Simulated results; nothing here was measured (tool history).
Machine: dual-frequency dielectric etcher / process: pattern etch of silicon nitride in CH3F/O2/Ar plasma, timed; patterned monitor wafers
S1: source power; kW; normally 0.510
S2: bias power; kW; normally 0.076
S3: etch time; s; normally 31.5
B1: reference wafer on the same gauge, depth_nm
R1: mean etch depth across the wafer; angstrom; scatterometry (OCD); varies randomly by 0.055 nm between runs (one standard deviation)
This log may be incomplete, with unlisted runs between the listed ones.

{"run": 1, "hour": 0.0, "S1": 0.51, "S2": 0.076, "S3": 31.5, "B1": 23.6, "R1": 237.5}
{"run": 2, "hour": 15.6, "S1": 0.51, "S2": 0.076, "S3": 31.5, "B1": 23.58, "R1": 236.6}
{"hour": 25.9, "done": "gauge calibrated"}
{"run": 3, "hour": 32.8, "S1": 0.51, "S2": 0.076, "S3": 37.0, "B1": 23.69, "R1": 280.1}
{"run": 4, "hour": 55.7, "S1": 0.51, "S2": 0.076, "S3": 37.0, "B1": 23.7, "R1": 280.2}
{"run": 5, "hour": 81.7, "S1": 0.51, "S2": 0.076, "S3": 37.0, "B1": 23.69, "R1": 280.4}
{"run": 6, "hour": 103.3, "S1": 0.51, "S2": 0.076, "S3": 31.5, "B1": 23.67, "R1": 238.4}
{"hour": 146.2, "done": "wet clean of the chamber"}
{"hour": 164.7, "done": "upper electrode replaced"}
{"run": 7, "hour": 165.2, "S1": 0.51, "S2": 0.076, "S3": 31.5, "B1": 23.59, "R1": 237.4}
{"hour": 203.4, "done": "source power generator calibrated"}
{"run": 8, "hour": 223.7, "S1": 0.39, "S2": 0.069, "S3": 26.0, "B1": 23.51, "R1": 158.0}
{"hour": 238.3, "done": "gauge calibrated"}
{"hour": 256.0, "done": "bias power generator calibrated"}
{"run": 9, "hour": 257.3, "S1": 0.51, "S2": 0.076, "S3": 38.0, "B1": 23.72, "R1": 289.7}
{"run": 10, "hour": 279.6, "S1": 0.51, "S2": 0.076, "S3": 31.5, "B1": 23.71, "R1": 239.5}
{"run": 11, "hour": 306.7, "S1": 0.51, "S2": 0.058, "S3": 31.5, "B1": 23.7, "R1": 219.2}
{"run": 12, "hour": 330.0, "S1": 0.51, "S2": 0.092, "S3": 31.5, "B1": 23.69, "R1": 254.6}
{"run": 13, "hour": 342.0, "S1": 0.59, "S2": 0.083, "S3": 31.5, "B1": 23.69, "R1": 267.2}
{"run": 14, "hour": 355.5, "S1": 0.51, "S2": 0.092, "S3": 31.5, "B1": 23.66, "R1": 253.5}
{"run": 15, "hour": 378.6, "S1": 0.56, "S2": 0.076, "S3": 31.5, "B1": 23.64, "R1": 251.3}

Forecast each of these 4 alternatives for the next run:
{"run": "A", "hour": 379.0, "S1": 0.51, "S2": 0.076, "S3": 31.5, "B1": "?", "R1": "?"}
{"run": "B", "hour": 379.0, "S1": 0.63, "S2": 0.064, "S3": 24.0, "B1": "?", "R1": "?"}
{"run": "C", "hour": 379.0, "S1": 0.43, "S2": 0.076, "S3": 36.5, "B1": "?", "R1": "?"}
{"run": "D", "hour": 379.0, "S1": 0.56, "S2": 0.067, "S3": 23.0, "B1": "?", "R1": "?"}

run=A B1=23.62 R1=238.3
run=B B1=23.62 R1=194.5
run=C B1=23.62 R1=247.5
run=D B1=23.62 R1=176.7
Had the tool no hidden state, the same runs would have come out as:
run=A R1=239.0
run=B R1=195.1
run=C R1=248.2
run=D R1=177.3

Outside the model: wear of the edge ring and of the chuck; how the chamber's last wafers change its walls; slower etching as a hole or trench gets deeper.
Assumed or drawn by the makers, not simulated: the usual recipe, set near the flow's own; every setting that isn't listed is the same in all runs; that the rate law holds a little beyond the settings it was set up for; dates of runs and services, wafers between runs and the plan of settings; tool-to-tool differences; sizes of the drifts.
